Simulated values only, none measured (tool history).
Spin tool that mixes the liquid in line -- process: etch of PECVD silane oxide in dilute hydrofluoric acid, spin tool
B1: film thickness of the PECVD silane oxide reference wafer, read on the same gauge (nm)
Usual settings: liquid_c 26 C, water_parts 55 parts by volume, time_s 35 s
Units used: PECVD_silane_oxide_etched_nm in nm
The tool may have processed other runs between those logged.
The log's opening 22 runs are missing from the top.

{"run": 23, "hour": 1596.9, "liquid_c": 23.5, "water_parts": 40, "time_s": 35, "B1": 120.02, "PECVD_silane_oxide_etched_nm": 35.46}
{"run": 24, "hour": 1674.8, "liquid_c": 26, "water_parts": 55, "time_s": 35, "B1": 119.98, "PECVD_silane_oxide_etched_nm": 28.26}
{"run": 25, "hour": 1740.2, "liquid_c": 28, "water_parts": 30, "time_s": 45, "B1": 120.01, "PECVD_silane_oxide_etched_nm": 74.74}
{"hour": 1769.1, "done": "hydrofluoric acid flow meter replaced"}
{"run": 26, "hour": 1792.7, "liquid_c": 29, "water_parts": 55, "time_s": 15, "B1": 120.02, "PECVD_silane_oxide_etched_nm": 13.19}
{"run": 27, "hour": 1835.1, "liquid_c": 28.5, "water_parts": 35, "time_s": 35, "B1": 119.98, "PECVD_silane_oxide_etched_nm": 49.06}
{"run": 28, "hour": 1919.1, "liquid_c": 24, "water_parts": 65, "time_s": 35, "B1": 119.99, "PECVD_silane_oxide_etched_nm": 21.24}
{"run": 29, "hour": 2010.3, "liquid_c": 24.5, "water_parts": 70, "time_s": 25, "B1": 119.99, "PECVD_silane_oxide_etched_nm": 14.4}
{"run": 30, "hour": 2079.0, "liquid_c": 23.5, "water_parts": 55, "time_s": 30, "B1": 120.04, "PECVD_silane_oxide_etched_nm": 21.48}
{"run": 31, "hour": 2270.5, "liquid_c": 23.5, "water_parts": 80, "time_s": 50, "B1": 120, "PECVD_silane_oxide_etched_nm": 24.08}
{"run": 32, "hour": 2333.8, "liquid_c": 26, "water_parts": 55, "time_s": 40, "B1": 119.98, "PECVD_silane_oxide_etched_nm": 32.09}

What if the next run were any one of these 5? Each begins from the tool's condition after run 32:
{"run": "A", "hour": 2334.2, "liquid_c": 26, "water_parts": 75, "time_s": 35, "B1": "?", "PECVD_silane_oxide_etched_nm": "?"}
{"run": "B", "hour": 2334.2, "liquid_c": 26, "water_parts": 55, "time_s": 30, "B1": "?", "PECVD_silane_oxide_etched_nm": "?"}
{"run": "C", "hour": 2334.2, "liquid_c": 22.5, "water_parts": 55, "time_s": 35, "B1": "?", "PECVD_silane_oxide_etched_nm": "?"}
{"run": "D", "hour": 2334.2, "liquid_c": 30.5, "water_parts": 55, "time_s": 35, "B1": "?", "PECVD_silane_oxide_etched_nm": "?"}
{"run": "E", "hour": 2334.2, "liquid_c": 21, "water_parts": 65, "time_s": 35, "B1": "?", "PECVD_silane_oxide_etched_nm": "?"}

run=A B1=119.99 PECVD_silane_oxide_etched_nm=20.08
run=B B1=119.99 PECVD_silane_oxide_etched_nm=24.11
run=C B1=119.99 PECVD_silane_oxide_etched_nm=24.39
run=D B1=119.99 PECVD_silane_oxide_etched_nm=33.62
run=E B1=119.99 PECVD_silane_oxide_etched_nm=19.15
What these runs would have given with no unlogged condition in the tool:
run=A PECVD_silane_oxide_etched_nm=19.44
run=B PECVD_silane_oxide_etched_nm=23.35
run=C PECVD_silane_oxide_etched_nm=23.61
run=D PECVD_silane_oxide_etched_nm=32.56
run=E PECVD_silane_oxide_etched_nm=18.54

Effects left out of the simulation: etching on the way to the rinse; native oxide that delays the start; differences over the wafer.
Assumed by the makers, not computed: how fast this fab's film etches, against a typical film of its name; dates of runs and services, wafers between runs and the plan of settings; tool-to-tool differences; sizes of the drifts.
